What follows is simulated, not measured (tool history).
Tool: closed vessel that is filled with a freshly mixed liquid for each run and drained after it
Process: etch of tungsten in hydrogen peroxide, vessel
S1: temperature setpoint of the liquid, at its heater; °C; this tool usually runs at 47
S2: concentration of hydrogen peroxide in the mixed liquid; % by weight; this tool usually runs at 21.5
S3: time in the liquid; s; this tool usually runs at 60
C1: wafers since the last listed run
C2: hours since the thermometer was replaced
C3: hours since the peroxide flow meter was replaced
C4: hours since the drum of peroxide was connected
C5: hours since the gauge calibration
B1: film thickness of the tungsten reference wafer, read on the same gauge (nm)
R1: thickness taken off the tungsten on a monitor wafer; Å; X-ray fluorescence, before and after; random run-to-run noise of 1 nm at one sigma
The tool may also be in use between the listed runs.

run,hour,S1,S2,S3,C1,C2,C3,C4,C5,B1,R1
1,0,47,21.5,60,0,560.4,570.9,15.1,914.1,89.99,1358.5
2,49.1,47,21.5,60,3688,609.5,620,64.2,963.2,90.05,1386.1
3,92.2,47,21.5,60,3237,652.6,663.1,107.3,1006.3,90.01,1388.1
4,148.8,47,21.5,60,4251,709.2,719.7,163.9,1062.9,89.98,1379.8
5,244.9,47,21.5,60,7218,805.3,815.8,260,1159,90,1362.6
6,303,43.5,21.5,75,4364,863.4,873.9,318.1,1217.1,89.96,1371.7
7,392.3,47,21.5,60,6707,952.7,963.2,407.4,1306.4,89.97,1375.2
8,476,47,21.5,60,6286,1036.4,1046.9,491.1,1390.1,90,1384.3
9,557.3,47,21.5,60,6106,1117.7,1128.2,572.4,1471.4,90,1377.3
10,655.5,47,21.5,60,7376,1215.9,1226.4,670.6,1569.6,90,1403.3
11,696.5,47,20,60,3079,1256.9,1267.4,711.6,1610.6,89.99,1340.3
12,769.3,47,20,60,5468,1329.7,1340.2,784.4,1683.4,89.99,1369.8
13,868.8,47,20,60,7473,1429.2,1439.7,883.9,1782.9,90,1362.4
14,1100.5,47,21.5,60,17403,1660.9,1671.4,1115.6,2014.6,89.99,1395.3
# hour 1117.3: gauge calibrated
15,1208.5,47,21.5,60,8112,1768.9,1779.4,1223.6,91.2,90.02,1398.1
16,1267.6,47,21.5,60,4439,1828,1838.5,1282.7,150.3,90.01,1411
17,1335.2,47,20,90,5077,1895.6,1906.1,1350.3,217.9,89.95,2057.1
18,1435.6,47,24,60,7541,1996,2006.5,1450.7,318.3,89.99,1494.8
# hour 1495.5: thermometer replaced
# hour 1500: new drum of peroxide connected
19,1527.7,37.5,18,60,6767,32.2,2098.6,27.7,410.4,90,659.7
20,1630.7,40.5,27.5,60,7736,135.2,2201.6,130.7,513.4,90,1009.2
# hour 1686.8: peroxide flow meter replaced
21,1696.9,41.5,21.5,60,4897,201.4,10.1,196.9,579.6,90.01,948.4
22,1741.9,47,21.5,60,3380,246.4,55.1,241.9,624.6,90.03,1333.9
23,1821.5,54.5,21.5,60,5978,326,134.7,321.5,704.2,90.01,2130.2
24,1891.7,55,21.5,75,5272,396.2,204.9,391.7,774.4,89.98,2746.7
25,1994.4,47,20,90,7714,498.9,307.6,494.4,877.1,90.03,1942.7
26,2060.5,39.5,27,75,4964,565,373.7,560.5,943.2,89.98,1160
27,2131.3,55.5,16.5,35,5317,635.8,444.5,631.3,1014,89.98,1148.2
28,2220.5,40,25,45,6700,725,533.7,720.5,1103.2,89.97,705
29,2276.4,47,15,40,4198,780.9,589.6,776.4,1159.1,90.02,758.9
30,2350.8,47,25,60,5588,855.3,664,850.8,1233.5,89.97,1480.4
31,2451.9,47,19,60,7593,956.4,765.1,951.9,1334.6,90.04,1298.2

3 options for the next run, each taken on its own from the tool as it stands now. Forecast them:
A,2452.6,47,21.5,60,52,957.1,765.8,952.6,1335.3,?,?
B,2452.6,43.5,21.5,85,52,957.1,765.8,952.6,1335.3,?,?
C,2452.6,55.5,21.5,60,52,957.1,765.8,952.6,1335.3,?,?

run,B1,R1
A,89.99,1359.6
B,89.99,1547.2
C,89.99,2269.7
The same runs, with their run-to-run variation unchanged, on a tool lacking any hidden condition would have given:
run,R1
A,1320.1
B,1500.3
C,2210.7
